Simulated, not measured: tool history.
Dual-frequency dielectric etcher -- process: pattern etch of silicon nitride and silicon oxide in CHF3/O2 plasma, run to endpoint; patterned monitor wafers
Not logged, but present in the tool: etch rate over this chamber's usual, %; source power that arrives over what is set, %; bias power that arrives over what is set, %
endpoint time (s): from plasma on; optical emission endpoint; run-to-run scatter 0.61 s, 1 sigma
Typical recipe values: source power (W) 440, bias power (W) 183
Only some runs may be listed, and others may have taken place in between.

run	hour	source power (W)	bias power (W)	wafers since the last listed run	hours since the last wet clean	hours since the last source power generator calibration	hours since the last bias power generator calibration	hours since the last upper electrode change	incoming incoming film thickness, nm	endpoint time (s)
1	0.0	440	183	0	246.7	2677.8	1326.3	3346.3	240.2	174.3
2	75.0	440	183	488	321.7	2752.8	1401.3	3421.3	240.6	173.4
3	118.4	440	183	282	365.1	2796.2	1444.7	3464.7	241.3	174.0
# hour 242.9: wet clean of the chamber
4	243.4	440	183	657	0.5	2921.2	1569.7	3589.7	239.9	172.9
5	309.7	440	183	431	66.8	2987.5	1636.0	3656.0	240.0	174.0
6	405.5	440	183	623	162.6	3083.3	1731.8	3751.8	240.7	174.4
7	495.7	440	183	587	252.8	3173.5	1822.0	3842.0	237.9	172.8
8	559.6	440	183	416	316.7	3237.4	1885.9	3905.9	240.5	174.2
# hour 667.3: wet clean of the chamber
9	667.8	440	183	548	0.5	3345.6	1994.1	4014.1	240.7	174.0
10	719.7	440	183	337	52.4	3397.5	2046.0	4066.0	240.6	175.3
11	767.4	440	183	310	100.1	3445.2	2093.7	4113.7	238.6	173.7
12	805.0	480	183	244	137.7	3482.8	2131.3	4151.3	239.8	169.4
13	902.4	370	161	634	235.1	3580.2	2228.7	4248.7	239.0	192.0
14	964.5	440	183	404	297.2	3642.3	2290.8	4310.8	241.0	174.1
15	1036.9	440	183	471	369.6	3714.7	2363.2	4383.2	238.6	173.5
16	1110.0	490	221	475	442.7	3787.8	2436.3	4456.3	239.1	156.4
# hour 1169.4: wet clean of the chamber
17	1197.0	550	143	410	27.6	3874.8	2523.3	4543.3	242.1	178.3
# hour 1248.2: bias power generator calibrated
# hour 1249.1: upper electrode replaced
# hour 1292.7: source power generator calibrated
18	1303.2	440	155	633	133.8	10.5	55.0	54.1	240.0	182.9
19	1350.0	350	219	304	180.6	57.3	101.8	100.9	238.4	171.1
# hour 1649.9: wet clean of the chamber
20	1668.2	400	206	1915	18.3	375.5	420.0	419.1	241.4	170.4
21	1743.6	360	196	490	93.7	450.9	495.4	494.5	238.3	177.7
22	1798.3	440	183	356	148.4	505.6	550.1	549.2	240.2	172.5
23	1857.8	440	213	387	207.9	565.1	609.6	608.7	239.3	160.9

Forecast each of these 5 alternatives for the next run:
A	1858.3	440	183	3	208.4	565.6	610.1	609.2	240.8	?
B	1858.3	550	219	3	208.4	565.6	610.1	609.2	240.8	?
C	1858.3	530	212	3	208.4	565.6	610.1	609.2	240.8	?
D	1858.3	400	204	3	208.4	565.6	610.1	609.2	240.8	?
E	1858.3	410	197	3	208.4	565.6	610.1	609.2	240.8	?

run	endpoint time (s)
A	173.4
B	150.7
C	154.4
D	171.3
E	172.3
Take away the tool's hidden state, keep each run's random variation, and the runs would have read:
run	endpoint time (s)
A	172.7
B	150.1
C	153.8
D	170.6
E	171.6
